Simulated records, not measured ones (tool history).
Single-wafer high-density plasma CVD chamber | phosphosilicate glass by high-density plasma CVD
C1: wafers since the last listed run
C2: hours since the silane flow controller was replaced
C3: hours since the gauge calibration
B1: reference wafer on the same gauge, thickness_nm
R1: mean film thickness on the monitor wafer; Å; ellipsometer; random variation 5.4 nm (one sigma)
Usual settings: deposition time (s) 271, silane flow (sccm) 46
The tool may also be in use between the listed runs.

run 1 hour=0 | deposition_time_(s)=271 silane_flow_(sccm)=46 | C1=0 C2=2313.3 C3=248.9 | B1=1051.191 | R1=11039.89
run 2 hour=35.1 | deposition_time_(s)=232 silane_flow_(sccm)=42 | C1=281 C2=2348.4 C3=284 | B1=1050.957 | R1=8740.49
run 3 hour=65.2 | deposition_time_(s)=232 silane_flow_(sccm)=42 | C1=241 C2=2378.5 C3=314.1 | B1=1049.907 | R1=8788.8
run 4 hour=227.4 | deposition_time_(s)=271 silane_flow_(sccm)=50 | C1=1303 C2=2540.7 C3=476.3 | B1=1050.669 | R1=11959.08
run 5 hour=296.2 | deposition_time_(s)=271 silane_flow_(sccm)=50 | C1=552 C2=2609.5 C3=545.1 | B1=1049.487 | R1=12000.47
run 6 hour=333 | deposition_time_(s)=271 silane_flow_(sccm)=50 | C1=295 C2=2646.3 C3=581.9 | B1=1051.122 | R1=11974.26
run 7 hour=371.4 | deposition_time_(s)=294 silane_flow_(sccm)=46 | C1=308 C2=2684.7 C3=620.3 | B1=1049.871 | R1=11987.68
run 8 hour=404.1 | deposition_time_(s)=294 silane_flow_(sccm)=46 | C1=262 C2=2717.4 C3=653 | B1=1049.476 | R1=12052.01
run 9 hour=472.3 | deposition_time_(s)=294 silane_flow_(sccm)=46 | C1=547 C2=2785.6 C3=721.2 | B1=1050.691 | R1=11951.03
run 10 hour=512.5 | deposition_time_(s)=271 silane_flow_(sccm)=42 | C1=322 C2=2825.8 C3=761.4 | B1=1049.406 | R1=10208.53
run 11 hour=541.2 | deposition_time_(s)=271 silane_flow_(sccm)=42 | C1=230 C2=2854.5 C3=790.1 | B1=1050.464 | R1=10203.45
run 12 hour=602.9 | deposition_time_(s)=232 silane_flow_(sccm)=42 | C1=495 C2=2916.2 C3=851.8 | B1=1049.397 | R1=8807.12
-- hour=624.8 gauge calibrated
run 13 hour=637.6 | deposition_time_(s)=288 silane_flow_(sccm)=46 | C1=278 C2=2950.9 C3=12.8 | B1=1051.099 | R1=11747.11
run 14 hour=708 | deposition_time_(s)=291 silane_flow_(sccm)=55 | C1=565 C2=3021.3 C3=83.2 | B1=1049.973 | R1=14121.18
run 15 hour=747 | deposition_time_(s)=232 silane_flow_(sccm)=40 | C1=313 C2=3060.3 C3=122.2 | B1=1049.432 | R1=8361.49
run 16 hour=810.4 | deposition_time_(s)=224 silane_flow_(sccm)=49 | C1=509 C2=3123.7 C3=185.6 | B1=1051.032 | R1=9723.65
run 17 hour=855 | deposition_time_(s)=228 silane_flow_(sccm)=51 | C1=358 C2=3168.3 C3=230.2 | B1=1050.06 | R1=10417.53
-- hour=922.1 silane flow controller replaced
run 18 hour=926.5 | deposition_time_(s)=271 silane_flow_(sccm)=46 | C1=510 C2=4.4 C3=301.7 | B1=1049.749 | R1=11131.91
run 19 hour=967.1 | deposition_time_(s)=271 silane_flow_(sccm)=46 | C1=326 C2=45 C3=342.3 | B1=1049.374 | R1=11118.28
run 20 hour=1016 | deposition_time_(s)=247 silane_flow_(sccm)=37 | C1=392 C2=93.9 C3=391.2 | B1=1049.126 | R1=8162.21
run 21 hour=1073.4 | deposition_time_(s)=271 silane_flow_(sccm)=46 | C1=461 C2=151.3 C3=448.6 | B1=1050.82 | R1=11078.66
run 22 hour=1136.4 | deposition_time_(s)=226 silane_flow_(sccm)=53 | C1=506 C2=214.3 C3=511.6 | B1=1050.33 | R1=10587
run 23 hour=1255.2 | deposition_time_(s)=271 silane_flow_(sccm)=38 | C1=954 C2=333.1 C3=630.4 | B1=1051.297 | R1=9259.72

How the hidden state differs across the entries between the runs, from the last listed run before each to the first after it:
Between runs 12 and 13: gauge calibrated (hour 624.8)
  no hidden state differs between the two runs
Between runs 17 and 18: silane flow controller replaced (hour 922.1)
  no hidden state differs between the two runs
